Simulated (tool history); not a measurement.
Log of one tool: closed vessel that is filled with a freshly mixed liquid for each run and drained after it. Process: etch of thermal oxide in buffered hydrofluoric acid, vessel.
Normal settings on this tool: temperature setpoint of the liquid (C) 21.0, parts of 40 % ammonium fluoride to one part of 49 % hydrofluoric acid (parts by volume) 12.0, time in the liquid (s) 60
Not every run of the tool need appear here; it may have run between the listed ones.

run,hour,temperature setpoint of the liquid (C),parts of 40 % ammonium fluoride to one part of 49 % hydrofluoric acid (parts by volume),time in the liquid (s),"read-back film thickness of the thermal oxide reference wafer, read on the same gauge (nm)",thickness taken off the thermal oxide on a monitor wafer (Å)
1,0.0,18.0,12.0,60,99.99,414.7
2,6.1,18.0,12.0,60,99.99,415.7
3,19.6,18.0,12.0,60,100.01,413.6
4,26.2,21.0,12.0,60,100.03,486.8
5,42.7,21.0,12.0,60,100.01,494.5
# hour 49.6: gauge calibrated
6,52.3,21.0,12.0,60,100.00,489.4
7,81.9,21.0,12.0,60,100.00,485.0
8,91.3,21.0,12.0,60,99.98,488.9
9,103.9,21.0,12.0,60,100.02,489.2
10,116.4,21.0,13.5,60,100.00,437.6
11,133.9,21.0,12.0,60,100.01,485.3
12,144.4,21.0,12.0,60,100.00,487.1
13,154.3,21.0,12.0,60,100.03,487.2
14,162.5,21.0,14.0,60,100.00,415.6
15,179.4,21.0,12.0,35,100.00,282.4
16,187.6,21.0,12.0,60,99.98,487.1
17,195.0,21.0,12.0,60,99.98,481.6
18,204.9,21.0,14.5,60,99.98,401.6
19,221.3,21.0,12.0,75,99.98,601.9
20,237.4,24.0,7.5,45,99.98,667.6
21,243.4,21.0,12.0,60,100.01,483.6
22,252.5,21.0,12.0,60,100.00,486.4
23,263.5,17.0,16.0,35,99.99,168.2
# hour 271.4: thermometer replaced
24,278.5,17.5,13.5,30,100.01,193.8
# hour 287.4: hydrofluoric acid flow meter replaced
# hour 295.0: gauge calibrated
25,295.9,21.0,12.0,60,100.00,529.6
26,305.3,21.0,12.0,80,100.00,711.5
27,322.6,21.0,12.0,60,100.03,531.9
28,336.4,25.5,15.0,80,100.01,723.1
29,352.8,26.0,8.0,40,100.02,674.9
30,361.3,23.0,12.0,60,99.97,597.5
31,368.4,22.5,10.0,95,100.00,1085.6
32,374.6,21.0,12.0,50,99.99,441.7

Measured minus without-hidden-state, run by run (identical run-to-run variation in each term; gauge scatter may differ):
The tool's hidden condition here consists of: liquid colder than its thermometer reads (K); hydrofluoric acid flow above the setpoint (%); gauge reads high (%).
run,thickness taken off the thermal oxide on a monitor wafer (Å)
1,-39.1
2,-39.2
3,-39.5
4,-45.9
5,-47.2
6,-47.1
7,-47.5
8,-48.2
9,-48.8
10,-43.9
11,-49.4
12,-50.1
13,-50.4
14,-43.3
15,-29.7
16,-51.6
17,-51.3
18,-43.1
19,-65.3
20,-71.7
21,-53.1
22,-53.7
23,-19.4
24,-1.4
25,-4.2
26,-6.0
27,-5.0
28,-7.1
29,-7.3
30,-7.0
31,-13.2
32,-5.7
